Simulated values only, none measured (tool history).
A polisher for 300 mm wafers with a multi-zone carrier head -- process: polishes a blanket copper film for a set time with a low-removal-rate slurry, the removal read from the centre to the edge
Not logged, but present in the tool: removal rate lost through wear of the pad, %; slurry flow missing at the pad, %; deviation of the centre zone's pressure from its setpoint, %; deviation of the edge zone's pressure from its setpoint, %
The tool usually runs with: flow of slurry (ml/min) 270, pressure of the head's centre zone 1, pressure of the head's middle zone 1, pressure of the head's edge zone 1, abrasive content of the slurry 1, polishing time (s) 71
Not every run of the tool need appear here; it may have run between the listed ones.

run   hour  flow of slurry (ml/min)  pressure of the head's centre zone  pressure of the head's middle zone  pressure of the head's edge zone  abrasive content of the slurry  polishing time (s)  wafers since the last listed run  wafers polished on this pad  hours since the slurry nozzle was cleaned  hours since the centre zone pressure was calibrated  hours since the edge zone pressure was calibrated  hours since the carrier head's membrane was replaced  incoming thickness of the incoming film, nm  film removed at the wafer's centre (nm)  film removed at mid-radius (nm)  film removed at the wafer's edge (nm)
  1      0                      270                                   1                                   1                                 1                               1                  71                                 0                          641                                      384.8                                                987.9                                              907.5                                                1039.7                                       1424.1                                    240.3                            261.8                                    267
  2   19.7                      270                                   1                                   1                                 1                               1                  71                               235                          877                                      404.5                                               1007.6                                              927.2                                                1059.4                                       1418.5                                    238.4                            267.3                                    269
      37.6  -- worn pad replaced by a new one
  3   38.4                      270                                   1                                   1                                 1                               1                  71                               176                            9                                      423.2                                               1026.3                                              945.9                                                1078.1                                       1418.1                                    236.1                            269.6                                  259.3
  4   59.9                      270                                0.96                                   1                              1.05                               1                  71                               257                          266                                      444.7                                               1047.8                                              967.4                                                1099.6                                       1430.6                                    225.6                            269.6                                  272.4
  5   90.4                      270                                0.96                                   1                              1.05                               1                  71                               365                          632                                      475.2                                               1078.3                                              997.9                                                1130.1                                       1404.8                                    229.2                            269.8                                  271.8
  6  107.1                      270                                0.96                                   1                              1.05                               1                  71                               200                          832                                      491.9                                                 1095                                             1014.6                                                1146.8                                       1435.6                                    224.8                            266.5                                  272.4
  7  126.9                      270                                0.92                                   1                                 1                               1                  71                               237                         1069                                      511.7                                               1114.8                                             1034.4                                                1166.6                                         1399                                    219.4                              260                                    263
     133.7  -- worn pad replaced by a new one
  8  145.7                      270                                0.92                                   1                                 1                               1                  71                               177                          143                                      530.5                                               1133.6                                             1053.2                                                1185.4                                       1431.9                                    214.4                            269.9                                  267.3
  9  175.6                      270                                0.92                                   1                                 1                               1                  71                               358                          501                                      560.4                                               1163.5                                             1083.1                                                1215.3                                       1416.7                                    214.7                            266.2                                  271.3
 10  197.6                      270                                   1                                   1                              1.08                            1.15                  71                               263                          764                                      582.4                                               1185.5                                             1105.1                                                1237.3                                       1430.4                                    247.5                              274                                  287.1
     214.8  -- edge zone pressure recalibrated
     216.4  -- slurry nozzle cleaned
 11  220.3                      270                                   1                                1.04                                 1                            1.25                  71                               235                         1000                                        3.9                                               1208.2                                                5.5                                                  1260                                       1406.1                                    248.7                            291.3                                  271.7
     231.4  -- worn pad replaced by a new one
 12  255.6                      270                                   1                                0.97                                 1                             1.2                  95                               374                          289                                       39.2                                               1243.5                                               40.8                                                1295.3                                       1409.8                                    328.1                            362.1                                  371.8
 13  277.2                      270                                0.96                                   1                              1.05                               1                  71                               258                          548                                       60.8                                               1265.1                                               62.4                                                1316.9                                       1441.1                                    227.1                            261.7                                  272.8
     290.5  -- carrier head's membrane replaced by a new one
 14  292.2                      270                                   1                                   1                                 1                               1                  71                               119                          668                                       75.8                                               1280.1                                               77.4                                                   1.7                                       1393.2                                    236.9                            266.3                                  266.9
 15  327.5                      215                                 1.1                                1.11                                 1                            1.15                  71                               422                         1091                                      111.1                                               1315.4                                              112.7                                                    37                                       1420.4                                    258.2                              293                                  270.9
     337.5  -- worn pad replaced by a new one
     341.5  -- centre zone pressure recalibrated
 16    362                      270                                   1                                   1                                 1                               1                  71                               341                          269                                      145.6                                                 20.5                                              147.2                                                  71.5                                       1418.7                                    264.7                            264.1                                  261.7
 17  389.6                      270                                0.93                                   1                                 1                             1.2                  58                               330                          600                                      173.2                                                 48.1                                              174.8                                                  99.1                                       1413.8                                    208.8                            223.5                                  226.5
 18  425.3                      270                                   1                                0.95                              1.07                               1                  71                               427                         1028                                      208.9                                                 83.8                                              210.5                                                 134.8                                         1420                                    262.8                            256.1                                  274.3
     450.3  -- worn pad replaced by a new one
 19  455.3                      270                                   1                                0.97                                 1                             1.2                  95                               311                           60                                      238.9                                                113.8                                              240.5                                                 164.8                                       1446.5                                    370.5                            364.2                                  371.7
 20  469.2                      195                                   1                                   1                                 1                               1                  71                               166                          226                                      252.8                                                127.7                                              254.4                                                 178.7                                       1404.2                                      249                            253.2                                  255.9

5 ways to go on from here, each from the tool as it stands after run 20. What would each give?
  A  469.6                      270                                   1                                   1                                 1                               1                  52                                 4                          231                                      253.2                                                128.1                                              254.8                                                 179.1                                       1440.9                                        ?                                ?                                      ?
  B  469.6                      270                                   1                                   1                              1.09                             1.2                  82                                 4                          231                                      253.2                                                128.1                                              254.8                                                 179.1                                       1440.9                                        ?                                ?                                      ?
  C  469.6                      270                                   1                                   1                              0.93                            0.85                  71                                 4                          231                                      253.2                                                128.1                                              254.8                                                 179.1                                       1440.9                                        ?                                ?                                      ?
  D  469.6                      270                                   1                                   1                              0.92                               1                  71                                 4                          231                                      253.2                                                128.1                                              254.8                                                 179.1                                       1440.9                                        ?                                ?                                      ?
  E  469.6                      270                                0.96                                   1                              1.09                            0.85                  64                                 4                          231                                      253.2                                                128.1                                              254.8                                                 179.1                                       1440.9                                        ?                                ?                                      ?

run  film removed at the wafer's centre (nm)  film removed at mid-radius (nm)  film removed at the wafer's edge (nm)
  A                                    187.2                            194.1                                  199.5
  B                                    308.9                            320.4                                  343.6
  C                                    245.3                            254.5                                  252.6
  D                                    255.5                            265.1                                  261.8
  E                                    212.2                            229.4                                  245.9
Without the tool's hidden state the same runs would have given:
run  film removed at the wafer's centre (nm)  film removed at mid-radius (nm)  film removed at the wafer's edge (nm)
  A                                    190.9                            194.1                                  199.5
  B                                    315.1                            320.4                                  343.6
  C                                    250.2                            254.4                                  252.6
  D                                    260.6                            265.1                                  261.8
  E                                    216.4                            229.3                                  245.9
